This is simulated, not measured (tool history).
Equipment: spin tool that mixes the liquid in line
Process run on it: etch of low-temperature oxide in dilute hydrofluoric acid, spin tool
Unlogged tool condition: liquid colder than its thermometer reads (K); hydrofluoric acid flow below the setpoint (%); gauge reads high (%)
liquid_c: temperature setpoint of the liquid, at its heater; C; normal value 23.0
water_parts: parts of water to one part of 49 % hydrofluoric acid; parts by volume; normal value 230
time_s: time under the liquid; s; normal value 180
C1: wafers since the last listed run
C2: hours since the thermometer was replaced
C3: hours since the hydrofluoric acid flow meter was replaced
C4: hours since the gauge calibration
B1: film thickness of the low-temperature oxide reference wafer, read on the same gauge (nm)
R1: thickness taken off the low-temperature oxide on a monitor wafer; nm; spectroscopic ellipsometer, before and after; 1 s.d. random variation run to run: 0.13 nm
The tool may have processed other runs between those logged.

run 1 hour=0.0 | liquid_c=23.0 water_parts=230 time_s=180 | C1=0 C2=297.8 C3=552.7 C4=450.9 | B1=140.00 | R1=14.36
run 2 hour=89.9 | liquid_c=23.0 water_parts=230 time_s=180 | C1=441 C2=387.7 C3=642.6 C4=540.8 | B1=139.98 | R1=14.49
-- hour=121.1 hydrofluoric acid flow meter replaced
run 3 hour=148.3 | liquid_c=23.0 water_parts=265 time_s=180 | C1=282 C2=446.1 C3=27.2 C4=599.2 | B1=140.02 | R1=12.86
run 4 hour=410.5 | liquid_c=23.0 water_parts=265 time_s=180 | C1=1288 C2=708.3 C3=289.4 C4=861.4 | B1=139.99 | R1=12.64
run 5 hour=449.4 | liquid_c=23.0 water_parts=230 time_s=110 | C1=191 C2=747.2 C3=328.3 C4=900.3 | B1=139.96 | R1=9.20
run 6 hour=543.3 | liquid_c=23.0 water_parts=230 time_s=110 | C1=461 C2=841.1 C3=422.2 C4=994.2 | B1=140.01 | R1=9.03
run 7 hour=636.8 | liquid_c=23.0 water_parts=230 time_s=110 | C1=459 C2=934.6 C3=515.7 C4=1087.7 | B1=140.02 | R1=8.94
run 8 hour=694.9 | liquid_c=23.0 water_parts=285 time_s=180 | C1=285 C2=992.7 C3=573.8 C4=1145.8 | B1=140.00 | R1=11.01
run 9 hour=795.8 | liquid_c=23.0 water_parts=230 time_s=210 | C1=495 C2=1093.6 C3=674.7 C4=1246.7 | B1=139.97 | R1=16.89
run 10 hour=896.0 | liquid_c=23.0 water_parts=230 time_s=110 | C1=492 C2=1193.8 C3=774.9 C4=1346.9 | B1=140.05 | R1=8.79
run 11 hour=945.7 | liquid_c=23.0 water_parts=230 time_s=180 | C1=244 C2=1243.5 C3=824.6 C4=1396.6 | B1=140.01 | R1=14.21
-- hour=951.0 thermometer replaced
-- hour=956.4 hydrofluoric acid flow meter replaced
-- hour=966.1 gauge calibrated
run 12 hour=1019.1 | liquid_c=19.5 water_parts=115 time_s=100 | C1=350 C2=68.1 C3=62.7 C4=53.0 | B1=140.05 | R1=16.56
run 13 hour=1089.1 | liquid_c=23.0 water_parts=295 time_s=180 | C1=343 C2=138.1 C3=132.7 C4=123.0 | B1=139.99 | R1=11.17
run 14 hour=1174.2 | liquid_c=27.0 water_parts=155 time_s=115 | C1=418 C2=223.2 C3=217.8 C4=208.1 | B1=139.99 | R1=18.05

Run 15, settings as shown, results not yet in. Your forecast:
run 15 hour=1243.2 | liquid_c=21.5 water_parts=170 time_s=275 | C1=339 C2=292.2 C3=286.8 C4=277.1 | B1=? | R1=?

Run 15 came out at B1 139.99, R1 30.68 nm.
Were there no unlogged condition in the tool, this run, its random variation unchanged, would have produced R1 31.66 nm.
